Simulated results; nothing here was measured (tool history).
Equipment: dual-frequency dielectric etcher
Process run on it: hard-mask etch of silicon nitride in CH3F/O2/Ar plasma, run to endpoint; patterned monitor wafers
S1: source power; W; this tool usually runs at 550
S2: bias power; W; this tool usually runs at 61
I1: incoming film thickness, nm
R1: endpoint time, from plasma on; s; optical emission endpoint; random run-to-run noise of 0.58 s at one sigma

| run | day | S1 | S2 | I1 | R1 |
|---|---|---|---|---|---|
| 1 | 0 | 550 | 61 | 49.69 | 74.5 |
|  | 10.379 | wet clean of the chamber |
| 2 | 10.4 | 550 | 61 | 49.38 | 75.2 |
| 3 | 13.133 | 520 | 61 | 49.4 | 76.1 |
| 4 | 15.092 | 490 | 61 | 49.56 | 79.3 |
| 5 | 18.354 | 490 | 61 | 49.62 | 79.3 |
| 6 | 20.654 | 490 | 61 | 49.41 | 80 |
| 7 | 24.233 | 550 | 61 | 49.45 | 75.5 |
|  | 24.6 | source power generator calibrated |
| 8 | 26.762 | 550 | 61 | 49.25 | 74.5 |
| 9 | 29.675 | 550 | 61 | 49.05 | 73.9 |
| 10 | 31.446 | 550 | 61 | 49.39 | 73.8 |
|  | 36.217 | wet clean of the chamber |
| 11 | 43.083 | 550 | 61 | 49.29 | 74.5 |
| 12 | 47.425 | 550 | 61 | 49.86 | 75.8 |
| 13 | 50.875 | 550 | 61 | 49.6 | 76 |
| 14 | 53.125 | 550 | 61 | 49.96 | 75.8 |
| 15 | 56.779 | 610 | 61 | 49.8 | 71.9 |
| 16 | 59.95 | 610 | 61 | 49.56 | 71.3 |
|  | 61.158 | bias power generator calibrated |
| 17 | 62.125 | 480 | 48 | 49.57 | 87.7 |
|  | 63.367 | wet clean of the chamber |
| 18 | 64.554 | 620 | 65 | 49.4 | 69.9 |
| 19 | 67.612 | 550 | 61 | 49.63 | 76.6 |
| 20 | 70.179 | 590 | 75 | 49.4 | 67.7 |
| 21 | 74.358 | 550 | 61 | 49.81 | 76.6 |
| 22 | 77.438 | 620 | 49 | 49.8 | 76.4 |
| 23 | 81.375 | 480 | 72 | 49.65 | 75.9 |
| 24 | 84.933 | 510 | 75 | 49.38 | 72.8 |
| 25 | 88.746 | 550 | 75 | 49.56 | 71 |
|  | 92.754 | wet clean of the chamber |
| 26 | 92.775 | 620 | 48 | 49.95 | 77.5 |
| 27 | 96.721 | 440 | 72 | 50.05 | 79.8 |
|  | 99.379 | source power generator calibrated |
| 28 | 99.4 | 650 | 61 | 49.11 | 68.5 |
|  | 101.342 | upper electrode replaced |
| 29 | 102.212 | 550 | 61 | 49.6 | 75.9 |
| 30 | 115.358 | 450 | 66 | 49.96 | 81.4 |
|  | 117.025 | wet clean of the chamber |
| 31 | 118.675 | 590 | 61 | 50.07 | 74 |
| 32 | 126.188 | 550 | 61 | 49.44 | 75.4 |
| 33 | 127.95 | 640 | 46 | 49.47 | 75.8 |

What was the tool's hidden state at every run in the log?
etch rate over this chamber's usual, %: 0 on each run
source power that arrives over what is set, %: 0 on each run
bias power that arrives over what is set, %: 0 on each run
